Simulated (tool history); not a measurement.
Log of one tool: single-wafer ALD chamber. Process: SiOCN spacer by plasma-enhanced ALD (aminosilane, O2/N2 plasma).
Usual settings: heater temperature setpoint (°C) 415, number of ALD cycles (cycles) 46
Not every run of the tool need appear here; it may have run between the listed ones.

run	day	heater temperature setpoint (°C)	number of ALD cycles (cycles)	read-back reference wafer on the same gauge, thickness_nm	mean film thickness on the monitor wafer (Å)
1	0	415	46	3.292	28.01
2	0.575	415	46	3.293	27.8
3	0.883	415	46	3.288	28.03
4	1.588	415	46	3.292	27.9
5	1.992	415	46	3.296	27.81
6	2.267	415	46	3.288	27.77
7	2.742	415	46	3.29	27.8
8	3.362	415	46	3.294	27.61
9	3.621	415	46	3.292	27.77
10	4.508	415	46	3.29	27.86
11	4.767	425	46	3.284	27.24
12	5.183	407	46	3.289	28.8
13	5.662	407	46	3.29	28.66
14	6.117	407	46	3.286	28.69
15	6.704	415	46	3.289	27.78
16	7.138	415	46	3.291	27.76
17	7.633	415	46	3.286	27.84
18	8.029	401	40	3.289	25.01
# day 9.117: thermocouple changed; heater temperature recalibrated
19	9.529	423	37	3.289	22.01
20	10.212	415	46	3.289	27.83
# day 10.512: gauge calibrated
21	10.75	427	46	3.288	26.97
22	11.221	427	51	3.289	30.15
23	11.562	407	42	3.291	26.01
24	12.292	429	46	3.289	26.91
25	12.954	409	52	3.291	32.08
26	13.667	415	46	3.29	27.95
27	14.379	423	38	3.292	22.53
28	14.908	415	46	3.289	27.96
29	15.321	415	42	3.289	25.56
30	15.954	415	46	3.292	27.77
31	16.612	415	46	3.295	27.68
32	16.95	415	51	3.291	31.14
33	17.504	410	40	3.289	24.49
34	17.875	415	46	3.288	27.99

Consider 4 possible next runs. They are alternatives, not a sequence: every one starts from the tool as it was left by run 34. What does each give?
A	17.896	415	46	?	?
B	17.896	411	46	?	?
C	17.896	410	53	?	?
D	17.896	402	55	?	?

run	read-back reference wafer on the same gauge, thickness_nm	mean film thickness on the monitor wafer (Å)
A	3.291	27.78
B	3.291	28.08
C	3.291	32.44
D	3.291	34.4
What these runs would have given with no unlogged condition in the tool:
run	mean film thickness on the monitor wafer (Å)
A	27.78
B	28.08
C	32.44
D	34.4
